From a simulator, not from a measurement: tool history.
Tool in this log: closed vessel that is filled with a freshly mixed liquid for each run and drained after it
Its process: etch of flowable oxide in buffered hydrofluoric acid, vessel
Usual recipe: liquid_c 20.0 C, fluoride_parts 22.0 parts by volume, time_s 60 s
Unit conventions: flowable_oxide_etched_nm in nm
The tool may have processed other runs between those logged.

run,day,liquid_c,fluoride_parts,time_s,wafers since the last listed run,hours since the thermometer was replaced,hours since the hydrofluoric acid flow meter was replaced,hours since the gauge calibration,"read-back film thickness of the flowable oxide reference wafer, read on the same gauge (nm)",flowable_oxide_etched_nm
1,0.000,18.0,22.0,60,0,1105.5,109.3,243.9,49.96,41.31
2,0.804,20.0,22.0,60,2248,1124.8,128.6,263.2,50.03,47.51
3,1.529,20.0,22.0,35,2027,1142.2,146.0,280.6,50.03,27.63
4,2.600,21.0,22.0,45,2994,1167.9,171.7,306.3,50.00,37.57
5,3.917,21.0,22.0,45,3681,1199.5,203.3,337.9,50.02,37.53
6,5.083,21.0,22.0,45,3262,1227.5,231.3,365.9,50.04,38.23
7,6.258,17.5,28.5,60,3285,1255.7,259.5,394.1,50.03,34.76
8,6.958,17.5,28.5,60,1957,1272.5,276.3,410.9,50.03,35.06
# day 9.250: gauge calibrated
9,10.300,17.5,28.5,60,9344,1352.7,356.5,25.2,50.02,35.54
10,11.192,18.5,22.0,50,2493,1374.1,377.9,46.6,49.94,37.37
11,11.775,18.5,22.0,50,1631,1388.1,391.9,60.6,49.99,37.72
# day 13.121: thermometer replaced
# day 13.217: hydrofluoric acid flow meter replaced
12,13.238,22.0,25.0,70,3856,2.8,0.5,95.7,50.04,55.51
13,13.971,20.0,22.0,60,2050,20.4,18.1,113.3,49.99,46.88
14,15.362,20.0,22.0,60,3891,53.8,51.5,146.7,49.99,46.92
15,16.612,18.5,19.0,30,3495,83.8,81.5,176.7,50.03,24.50

Run 16 has not been measured yet. What should we expect?
16,18.025,17.0,22.0,60,3949,117.7,115.4,210.6,?,?

Run 16 came out at read-back film thickness of the flowable oxide reference wafer, read on the same gauge (nm) 50.00, flowable_oxide_etched_nm 40.26 nm.
Minus the tool's unlogged condition, the same run would have read flowable_oxide_etched_nm 39.22 nm.
